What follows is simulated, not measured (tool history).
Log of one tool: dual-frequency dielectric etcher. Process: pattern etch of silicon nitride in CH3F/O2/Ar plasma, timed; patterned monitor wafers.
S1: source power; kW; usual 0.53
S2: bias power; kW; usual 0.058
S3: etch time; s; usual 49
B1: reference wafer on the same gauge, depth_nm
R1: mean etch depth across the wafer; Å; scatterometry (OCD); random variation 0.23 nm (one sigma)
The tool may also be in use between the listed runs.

run	day	S1	S2	S3	B1	R1
1	0	0.53	0.058	49	31.88	337.4
2	3.842	0.53	0.058	49	31.93	341.6
3	6.554	0.53	0.058	49	31.87	337.6
4	9.308	0.53	0.058	49	31.94	343.8
5	13.788	0.53	0.058	49	31.92	348.3
6	15.933	0.53	0.058	49	31.87	348.1
7	17.571	0.53	0.058	49	31.89	351.3
# day 19.562: wet clean of the chamber
8	19.583	0.63	0.054	49	31.95	349.7
9	22.892	0.57	0.058	49	31.89	351.9
10	25.725	0.64	0.048	49	31.91	342.2
# day 33.596: source power generator calibrated
11	35.538	0.53	0.054	55	31.91	378.3
12	37.95	0.57	0.058	56.5	31.87	416.2
13	40.138	0.61	0.062	62	31.92	477.2
# day 41.838: wet clean of the chamber
# day 42.833: gauge calibrated
14	43.2	0.53	0.058	49	31.87	338.4
15	47.383	0.53	0.062	59	31.86	423.1
# day 50.867: upper electrode replaced
16	50.888	0.58	0.047	55	31.91	377
17	52.85	0.53	0.058	49	31.93	344.2
18	54.758	0.53	0.058	49	31.88	346.6
19	58.9	0.53	0.058	49	31.92	352.9
# day 60.896: bias power generator calibrated
20	60.917	0.53	0.051	49	31.96	339.8

Forecast run 21:
21	64.033	0.53	0.058	49	?	?

Run 21 gave B1 31.89, R1 354.8 Å.
Without the tool's hidden state the same run would have given R1 336.6 Å.
